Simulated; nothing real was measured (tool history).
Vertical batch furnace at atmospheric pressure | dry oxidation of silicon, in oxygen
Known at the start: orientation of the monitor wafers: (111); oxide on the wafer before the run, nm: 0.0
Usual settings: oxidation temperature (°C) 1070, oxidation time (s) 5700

run	hour	oxidation temperature (°C)	oxidation time (s)	read-back reference wafer on the same gauge, thickness	oxide thickness on the monitor wafer (nm)
1	0.0	1070	5700	136.93	115.90
2	23.3	1070	5700	137.04	115.88
3	48.5	1070	5700	137.04	115.49
4	132.2	1070	3630	136.99	87.76
5	146.2	1070	5700	136.94	115.75
6	180.8	1070	5700	136.97	116.14
7	204.5	1070	5700	136.94	115.51
8	232.0	1070	5700	137.03	115.84
9	264.1	1070	5700	137.10	115.37
10	282.8	1070	5700	136.96	115.61
11	385.1	1070	5700	136.90	115.46
12	405.7	1070	5700	137.04	116.03
13	428.3	1070	5700	137.04	115.17
14	459.3	1070	5700	137.04	115.94
15	476.7	1070	5700	137.04	115.64
16	506.2	1054	3780	137.12	81.01
17	525.0	1054	3780	137.07	81.28
# hour 559.9: thermocouples replaced and temperature profile calibrated
18	560.4	1070	5700	136.98	115.26
19	566.1	1070	5700	136.97	115.56
# hour 588.8: gauge calibrated
20	600.3	1086	4110	137.04	103.88
21	633.2	1050	4440	136.98	87.93
22	658.4	1060	4710	136.94	96.91
23	678.6	1070	5700	137.12	115.20
24	702.5	1056	6900	137.00	119.76
25	723.4	1070	5700	136.93	115.23
# hour 762.4: boat lift adjusted
26	762.9	1089	7170	136.99	153.52
27	768.6	1062	3150	136.94	77.97
28	786.9	1070	6660	136.93	130.06
29	817.4	1049	4260	137.07	87.60
30	851.3	1070	4350	136.98	100.35
31	874.4	1081	7080	137.08	144.30
32	909.1	1070	5700	137.06	118.19
33	942.0	1057	8130	136.97	135.58
34	975.0	1070	5700	137.01	117.72
35	1025.1	1060	4350	137.03	93.96
36	1048.1	1070	5700	136.89	117.85

Forecast each of these 4 alternatives for the next run:
A	1053.9	1070	4170	?	?
B	1053.9	1088	4110	?	?
C	1053.9	1055	4680	?	?
D	1053.9	1076	7290	?	?

run	read-back reference wafer on the same gauge, thickness	oxide thickness on the monitor wafer (nm)
A	137.01	97.15
B	137.01	108.10
C	137.01	95.47
D	137.01	141.72
Without the tool's hidden state the same runs would have given:
run	oxide thickness on the monitor wafer (nm)
A	98.08
B	109.22
C	96.33
D	143.04
